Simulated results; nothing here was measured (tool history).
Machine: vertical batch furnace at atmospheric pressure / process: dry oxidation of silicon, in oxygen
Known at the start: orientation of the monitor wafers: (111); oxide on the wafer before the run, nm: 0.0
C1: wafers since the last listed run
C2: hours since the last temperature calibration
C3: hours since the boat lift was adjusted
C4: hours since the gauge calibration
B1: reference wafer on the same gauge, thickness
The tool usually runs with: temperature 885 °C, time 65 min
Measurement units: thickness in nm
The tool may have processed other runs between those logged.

Run 1, hour 0: usual settings but temperature 892 °C; C1 0; C2 3520.3; C3 3923.4; C4 208.9; B1 24.01. Result: thickness 26.07 nm.
Run 2, hour 42.9: usual settings but temperature 892 °C; C1 668; C2 3563.2; C3 3966.3; C4 251.8; B1 24. Result: thickness 26.15 nm.
Run 3, hour 52.1: usual settings but temperature 892 °C; C1 143; C2 3572.4; C3 3975.5; C4 261; B1 24. Result: thickness 26.13 nm.
Run 4, hour 66.2: usual settings but temperature 872 °C, time 56.5 min; C1 219; C2 3586.5; C3 3989.6; C4 275.1; B1 24. Result: thickness 19.31 nm.
Run 5, hour 81.4: usual settings but temperature 872 °C, time 56.5 min; C1 236; C2 3601.7; C3 4004.8; C4 290.3; B1 24.01. Result: thickness 19.19 nm.
Run 6, hour 92.4: usual settings but temperature 866 °C; C1 171; C2 3612.7; C3 4015.8; C4 301.3; B1 24. Result: thickness 19.87 nm.
Run 7, hour 106.4: usual settings but temperature 866 °C; C1 218; C2 3626.7; C3 4029.8; C4 315.3; B1 23.97. Result: thickness 19.86 nm.
Run 8, hour 125.2: usual settings but temperature 866 °C; C1 292; C2 3645.5; C3 4048.6; C4 334.1; B1 23.99. Result: thickness 19.77 nm.
Run 9, hour 133.4: usual settings but time 56.5 min; C1 127; C2 3653.7; C3 4056.8; C4 342.3; B1 24.01. Result: thickness 22.09 nm.
Run 10, hour 139.8: usual settings but time 56.5 min; C1 99; C2 3660.1; C3 4063.2; C4 348.7; B1 23.98. Result: thickness 22.17 nm.
Run 11, hour 149.6: usual settings but temperature 898 °C; C1 152; C2 3669.9; C3 4073; C4 358.5; B1 24. Result: thickness 27.91 nm.
Run 12, hour 156.2: usual settings but temperature 898 °C; C1 102; C2 3676.5; C3 4079.6; C4 365.1; B1 24.01. Result: thickness 27.78 nm.
Run 13, hour 169.2: usual settings but time 87.5 min; C1 202; C2 3689.5; C3 4092.6; C4 378.1; B1 24. Result: thickness 29.97 nm.
At hour 196.4: boat lift adjusted.
Run 14, hour 205.9: usual settings but time 78 min; C1 197; C2 3726.2; C3 9.5; C4 414.8; B1 24.01. Result: thickness 27.7 nm.
Run 15, hour 215.4: usual settings; C1 148; C2 3735.7; C3 19; C4 424.3; B1 24.01. Result: thickness 24.33 nm.
Run 16, hour 225.1: usual settings but time 49 min; C1 151; C2 3745.4; C3 28.7; C4 434; B1 23.99. Result: thickness 20.07 nm.
Run 17, hour 244.2: usual settings but time 49 min; C1 297; C2 3764.5; C3 47.8; C4 453.1; B1 23.97. Result: thickness 19.95 nm.
Run 18, hour 256.3: usual settings but time 49 min; C1 188; C2 3776.6; C3 59.9; C4 465.2; B1 24.01. Result: thickness 19.96 nm.
Run 19, hour 265.1: usual settings but temperature 891 °C; C1 137; C2 3785.4; C3 68.7; C4 474; B1 24.02. Result: thickness 25.96 nm.
Run 20, hour 274.7: usual settings but temperature 871 °C, time 48.5 min; C1 149; C2 3795; C3 78.3; C4 483.6; B1 24. Result: thickness 16.97 nm.
At hour 274.7: gauge calibrated.
Run 21, hour 290.6: usual settings but temperature 893 °C, time 42.5 min; C1 247; C2 3810.9; C3 94.2; C4 15.9; B1 24.01. Result: thickness 19.74 nm.
Run 22, hour 304.6: usual settings but temperature 863 °C, time 42.5 min; C1 218; C2 3824.9; C3 108.2; C4 29.9; B1 24. Result: thickness 14.17 nm.
Run 23, hour 320.3: usual settings but temperature 866 °C; C1 244; C2 3840.6; C3 123.9; C4 45.6; B1 24.01. Result: thickness 19.93 nm.
Run 24, hour 327.1: usual settings but temperature 878 °C, time 41 min; C1 105; C2 3847.4; C3 130.7; C4 52.4; B1 23.99. Result: thickness 16.39 nm.
Run 25, hour 344.5: usual settings; C1 271; C2 3864.8; C3 148.1; C4 69.8; B1 24. Result: thickness 24.41 nm.
At hour 370.6: thermocouples replaced and temperature profile calibrated.
Run 26, hour 371.1: usual settings but temperature 891 °C, time 56 min; C1 40; C2 0.5; C3 174.7; C4 96.4; B1 24. Result: thickness 23.24 nm.
Run 27, hour 375.7: usual settings; C1 71; C2 5.1; C3 179.3; C4 101; B1 24. Result: thickness 24.33 nm.
Run 28, hour 380.2: usual settings; C1 70; C2 9.6; C3 183.8; C4 105.5; B1 24.01. Result: thickness 24.39 nm.
Run 29, hour 390.8: usual settings but temperature 904 °C, time 52.5 min; C1 165; C2 20.2; C3 194.4; C4 116.1; B1 24.02. Result: thickness 25.56 nm.
Run 30, hour 405.7: usual settings but temperature 867 °C; C1 232; C2 35.1; C3 209.3; C4 131; B1 24.02. Result: thickness 19.96 nm.
Run 31, hour 415: usual settings but temperature 875 °C; C1 144; C2 44.4; C3 218.6; C4 140.3; B1 23.99. Result: thickness 21.94 nm.
Run 32, hour 428: usual settings but temperature 862 °C, time 47.5 min; C1 202; C2 57.4; C3 231.6; C4 153.3; B1 24.03. Result: thickness 15.14 nm.
Run 33, hour 439.5: usual settings but temperature 872 °C, time 56.5 min; C1 179; C2 68.9; C3 243.1; C4 164.8; B1 23.98. Result: thickness 19.19 nm.
Run 34, hour 449.3: usual settings but temperature 877 °C, time 37.5 min; C1 152; C2 78.7; C3 252.9; C4 174.6; B1 23.98. Result: thickness 15.2 nm.
Run 35, hour 459.9: usual settings; C1 165; C2 89.3; C3 263.5; C4 185.2; B1 24.02. Result: thickness 24.45 nm.
Run 36, hour 473.9: usual settings but temperature 871 °C; C1 218; C2 103.3; C3 277.5; C4 199.2; B1 23.99. Result: thickness 20.98 nm.
Run 37, hour 491.7: usual settings but temperature 862 °C, time 47.5 min; C1 277; C2 121.1; C3 295.3; C4 217; B1 23.99. Result: thickness 15.17 nm.
Run 38, hour 504.6: usual settings but temperature 874 °C, time 41 min; C1 200; C2 134; C3 308.2; C4 229.9; B1 23.98. Result: thickness 15.63 nm.

Here are 3 independent what-if runs from the current tool condition. What would each one return?
Run A, hour 509.2: usual settings; C1 71; C2 138.6; C3 312.8; C4 234.5; B1 ?. Result: thickness ?.
Run B, hour 509.2: usual settings but temperature 865 °C, time 43.5 min; C1 71; C2 138.6; C3 312.8; C4 234.5; B1 ?. Result: thickness ?.
Run C, hour 509.2: usual settings but temperature 895 °C, time 55.5 min; C1 71; C2 138.6; C3 312.8; C4 234.5; B1 ?. Result: thickness ?.

run     B1  thickness
  A  24.01      24.23
  B  24.01      14.66
  C  24.01      24.09
The same runs, with their run-to-run variation unchanged, on a tool lacking any hidden condition would have given:
run  thickness
  A      24.23
  B      14.66
  C      24.09
